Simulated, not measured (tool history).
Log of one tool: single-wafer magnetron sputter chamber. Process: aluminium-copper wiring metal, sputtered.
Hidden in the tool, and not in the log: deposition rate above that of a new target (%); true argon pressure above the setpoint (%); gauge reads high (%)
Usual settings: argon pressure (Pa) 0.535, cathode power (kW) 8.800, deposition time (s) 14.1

run,hour,argon pressure (Pa),cathode power (kW),deposition time (s),wafers since the last listed run,wafers on the sputter target,hours since the last manometer calibration,hours since the magnet pack was replaced,hours since the gauge calibration,"read-back reference wafer on the same gauge, thickness_nm",mean film thickness on the monitor wafer (nm)
1,0.0,0.535,8.800,14.1,0,8860,1000.0,9647.6,835.9,246.096,193.997
# hour 21.4: sputter target and shields replaced
2,65.3,0.535,8.800,14.1,2563,1964,1065.3,9712.9,901.2,246.174,200.352
3,100.8,0.535,8.800,14.1,1588,3552,1100.8,9748.4,936.7,245.864,198.963
4,133.6,0.535,8.800,14.1,1467,5020,1133.6,9781.2,969.5,245.838,199.131
5,156.5,0.535,8.800,14.1,1024,6044,1156.5,9804.1,992.4,246.007,197.294
6,169.6,0.535,8.800,14.1,586,6631,1169.6,9817.2,1005.5,245.980,197.029
7,201.8,0.535,8.800,14.1,1440,8071,1201.8,9849.4,1037.7,245.801,195.323
8,226.7,0.535,8.800,14.1,1114,9185,1226.7,9874.3,1062.6,245.811,193.516
# hour 246.8: sputter target and shields replaced
9,262.2,0.535,9.400,14.1,1230,688,1262.2,9909.8,1098.1,246.425,208.215
10,291.9,0.535,9.400,14.1,1328,2016,1291.9,9939.5,1127.8,245.945,208.726
11,320.6,0.535,8.800,14.1,1284,3300,1320.6,9968.2,1156.5,246.340,200.568
12,343.1,0.535,8.800,14.1,1006,4307,1343.1,9990.7,1179.0,245.995,198.564
13,362.9,0.535,8.800,14.1,885,5193,1362.9,10010.5,1198.8,246.143,197.581
14,385.9,0.421,7.950,12.1,1029,6222,1385.9,10033.5,1221.8,246.041,172.753
15,402.8,0.595,9.800,11.9,756,6978,1402.8,10050.4,1238.7,246.275,169.634
16,434.0,0.535,8.800,14.1,1395,8374,1434.0,10081.6,1269.9,245.693,194.887
17,446.4,0.535,8.800,14.1,554,8929,1446.4,10094.0,1282.3,245.585,194.399
# hour 458.7: sputter target and shields replaced
18,477.8,0.535,10.850,16.3,1046,854,1477.8,10125.4,1313.7,246.097,261.252
19,492.7,0.535,7.600,16.9,666,1520,1492.7,10140.3,1328.6,245.993,221.936
# hour 512.1: magnet pack replaced
20,512.6,0.535,8.800,14.1,532,2053,1512.6,0.5,1348.5,245.963,198.174
21,536.5,0.679,7.200,14.1,1069,3122,1536.5,24.4,1372.4,246.501,162.993
22,563.0,0.642,7.600,14.1,1185,4308,1563.0,50.9,1398.9,245.889,171.271
23,575.2,0.535,7.400,12.0,545,4854,1575.2,63.1,1411.1,245.985,154.018
24,592.6,0.535,7.700,16.2,778,5632,1592.6,80.5,1428.5,246.359,211.164
# hour 601.0: gauge calibrated
# hour 621.8: capacitance manometer re-zeroed and calibrated
25,622.3,0.535,8.800,15.4,970,6603,0.5,110.2,21.3,246.205,222.888
26,650.3,0.397,6.900,14.1,1252,7856,28.5,138.2,49.3,246.052,191.378
# hour 677.5: sputter target and shields replaced
27,682.3,0.535,9.650,12.1,1073,213,60.5,170.2,81.3,246.536,183.799
28,706.7,0.439,7.450,16.2,1091,1305,84.9,194.6,105.7,245.484,225.901
29,719.8,0.535,8.800,16.4,586,1891,98.0,207.7,118.8,245.823,238.089
30,740.7,0.535,10.900,14.1,935,2826,118.9,228.6,139.7,246.159,230.426
31,764.9,0.429,10.800,12.9,1082,3909,143.1,252.8,163.9,245.972,223.240
32,796.5,0.535,9.650,11.6,1413,5323,174.7,284.4,195.5,246.079,175.548
33,818.4,0.535,10.050,12.8,979,6303,196.6,306.3,217.4,245.408,196.000
34,838.6,0.535,8.800,13.0,903,7206,216.8,326.5,237.6,246.131,182.731

Forecast each of these 4 alternatives for the next run:
A,839.0,0.535,8.800,14.1,17,7224,217.2,326.9,238.0,?,?
B,839.0,0.535,10.950,11.5,17,7224,217.2,326.9,238.0,?,?
C,839.0,0.349,6.850,15.6,17,7224,217.2,326.9,238.0,?,?
D,839.0,0.345,6.650,12.2,17,7224,217.2,326.9,238.0,?,?

run,"read-back reference wafer on the same gauge, thickness_nm",mean film thickness on the monitor wafer (nm)
A,246.060,197.845
B,246.060,183.649
C,246.060,214.162
D,246.060,165.433
Without the tool's hidden state the same runs would have given:
run,mean film thickness on the monitor wafer (nm)
A,207.271
B,192.399
C,222.938
D,172.187

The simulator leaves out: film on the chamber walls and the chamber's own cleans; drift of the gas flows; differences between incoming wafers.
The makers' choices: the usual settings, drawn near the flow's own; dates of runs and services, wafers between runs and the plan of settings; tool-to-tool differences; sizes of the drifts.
